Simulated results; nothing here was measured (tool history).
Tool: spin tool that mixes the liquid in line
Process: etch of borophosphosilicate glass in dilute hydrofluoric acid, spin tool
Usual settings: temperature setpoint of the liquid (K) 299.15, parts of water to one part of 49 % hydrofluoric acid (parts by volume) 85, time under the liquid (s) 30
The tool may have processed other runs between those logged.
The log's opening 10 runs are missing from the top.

run,hour,temperature setpoint of the liquid (K),parts of water to one part of 49 % hydrofluoric acid (parts by volume),time under the liquid (s),"read-back film thickness of the borophosphosilicate glass reference wafer, read on the same gauge (nm)",thickness taken off the borophosphosilicate glass on a monitor wafer (nm)
11,135.9,299.15,85,30,59.99,14.87
12,149.2,304.15,110,20,60.01,8.84
13,159.8,301.65,45,30,59.99,32.54
# hour 160.8: hydrofluoric acid flow meter replaced
14,168,301.65,120,20,59.96,7.33
15,175,299.15,115,40,59.98,13.89
16,182,299.15,85,30,60.01,14.95
17,190.5,299.15,85,50,59.98,24.72
18,197.6,299.15,85,30,60.01,14.99
19,207.9,302.65,85,30,59.99,16.97
20,215.2,299.15,85,30,59.98,14.91
# hour 219.4: thermometer replaced
21,230.8,299.15,65,30,59.98,17.92
22,239.7,299.15,110,20,60.01,6.63
23,251,299.15,85,25,59.97,11.21
24,268,299.15,85,30,59.97,13.35
25,279.3,299.15,85,30,60.01,13.57
26,288,301.65,45,40,59.98,39.77
27,294.6,299.15,100,30,60.01,11.26
28,304.7,299.15,110,30,59.99,9.96
29,318.2,294.65,100,15,60.02,4.69
30,332.1,299.15,60,30,59.96,19.7
31,338.4,299.15,85,30,60.01,13.5

Branching from run 31: 5 alternative next runs. What would each branch give?
A,338.8,299.15,85,30,?,?
B,338.8,301.65,85,30,?,?
C,338.8,299.15,85,45,?,?
D,338.8,301.65,100,15,?,?
E,338.8,304.15,115,45,?,?

run,"read-back film thickness of the borophosphosilicate glass reference wafer, read on the same gauge (nm)",thickness taken off the borophosphosilicate glass on a monitor wafer (nm)
A,59.96,13.57
B,59.96,14.95
C,59.96,20.35
D,59.96,6.22
E,59.96,17.44
The same runs, with their run-to-run variation unchanged, on a tool lacking any hidden condition would have given:
run,thickness taken off the borophosphosilicate glass on a monitor wafer (nm)
A,13.33
B,14.7
C,20
D,6.12
E,17.16
